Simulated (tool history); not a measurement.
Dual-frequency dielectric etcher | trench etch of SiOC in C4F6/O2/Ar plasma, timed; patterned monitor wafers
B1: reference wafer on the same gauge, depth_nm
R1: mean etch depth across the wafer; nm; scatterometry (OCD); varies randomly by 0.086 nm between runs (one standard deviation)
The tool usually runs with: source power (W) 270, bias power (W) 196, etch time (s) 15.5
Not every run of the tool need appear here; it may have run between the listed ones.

Run 1, day 0: usual settings; B1 29.21. Result: R1 27.42 nm.
Run 2, day 0.392: usual settings; B1 29.16. Result: R1 27.49 nm.
Run 3, day 0.854: usual settings; B1 29.23. Result: R1 27.37 nm.
At day 1.025: source power generator calibrated.
Run 4, day 1.283: usual settings but bias power (W) 221; B1 29.18. Result: R1 28.7 nm.
Run 5, day 1.792: usual settings but bias power (W) 221; B1 29.2. Result: R1 28.85 nm.
Run 6, day 2.058: usual settings but bias power (W) 221; B1 29.24. Result: R1 28.67 nm.
Run 7, day 2.642: usual settings but source power (W) 310; B1 29.2. Result: R1 28.87 nm.
At day 2.871: bias power generator calibrated.
Run 8, day 3.254: usual settings but source power (W) 310; B1 29.21. Result: R1 29.13 nm.
Run 9, day 4.892: usual settings but source power (W) 310, bias power (W) 178, etch time (s) 18.5; B1 29.21. Result: R1 33.43 nm.
Run 10, day 5.592: usual settings; B1 29.19. Result: R1 27.63 nm.
Run 11, day 5.883: usual settings but etch time (s) 13; B1 29.21. Result: R1 23.22 nm.
Run 12, day 6.588: usual settings; B1 29.21. Result: R1 27.57 nm.
Run 13, day 6.879: usual settings; B1 29.21. Result: R1 27.88 nm.
Run 14, day 7.371: usual settings but bias power (W) 244; B1 29.21. Result: R1 29.9 nm.
At day 7.625: gauge calibrated.
Run 15, day 7.838: usual settings but source power (W) 330; B1 29.21. Result: R1 30.04 nm.
Run 16, day 8.279: usual settings; B1 29.22. Result: R1 27.89 nm.
Run 17, day 8.912: usual settings but bias power (W) 165, etch time (s) 12; B1 29.18. Result: R1 20.38 nm.
Run 18, day 9.242: usual settings; B1 29.24. Result: R1 27.8 nm.
Run 19, day 9.771: usual settings but source power (W) 230, etch time (s) 12; B1 29.2. Result: R1 20.25 nm.
Run 20, day 10.05: usual settings but source power (W) 290, bias power (W) 173, etch time (s) 12.5; B1 29.19. Result: R1 22.21 nm.
Run 21, day 10.6: usual settings but source power (W) 230, bias power (W) 149, etch time (s) 19; B1 29.19. Result: R1 29.25 nm.
Run 22, day 10.917: usual settings; B1 29.19. Result: R1 27.97 nm.
Run 23, day 11.562: usual settings but source power (W) 320, bias power (W) 220, etch time (s) 12; B1 29.23. Result: R1 24.08 nm.
Run 24, day 12.221: usual settings; B1 29.2. Result: R1 28.02 nm.
Run 25, day 12.521: usual settings; B1 29.24. Result: R1 28.14 nm.
Run 26, day 12.817: usual settings but bias power (W) 180; B1 29.22. Result: R1 27.15 nm.
Run 27, day 13.179: usual settings but source power (W) 330, etch time (s) 17; B1 29.18. Result: R1 33.29 nm.
Run 28, day 13.921: usual settings but source power (W) 230, etch time (s) 12; B1 29.21. Result: R1 20.51 nm.
Run 29, day 14.371: usual settings but bias power (W) 170, etch time (s) 18; B1 29.21. Result: R1 31.2 nm.
Run 30, day 15.008: usual settings but source power (W) 250; B1 29.17. Result: R1 27.44 nm.

Alternative continuations, all from the tool just after run 30; predict every row:
Run A, day 15.025: usual settings; B1 ?. Result: R1 ?.
Run B, day 15.025: usual settings but source power (W) 330, bias power (W) 237, etch time (s) 17; B1 ?. Result: R1 ?.
Run C, day 15.025: usual settings but source power (W) 340, etch time (s) 12; B1 ?. Result: R1 ?.
Run D, day 15.025: usual settings but source power (W) 320, bias power (W) 223, etch time (s) 18.5; B1 ?. Result: R1 ?.

run     B1     R1
  A  29.19  28.33
  B  29.19  35.82
  C  29.19  23.91
  D  29.19  37.71
Without the tool's unlogged condition, the same runs would have read:
run     R1
  A  27.42
  B  34.67
  C  23.15
  D   36.5

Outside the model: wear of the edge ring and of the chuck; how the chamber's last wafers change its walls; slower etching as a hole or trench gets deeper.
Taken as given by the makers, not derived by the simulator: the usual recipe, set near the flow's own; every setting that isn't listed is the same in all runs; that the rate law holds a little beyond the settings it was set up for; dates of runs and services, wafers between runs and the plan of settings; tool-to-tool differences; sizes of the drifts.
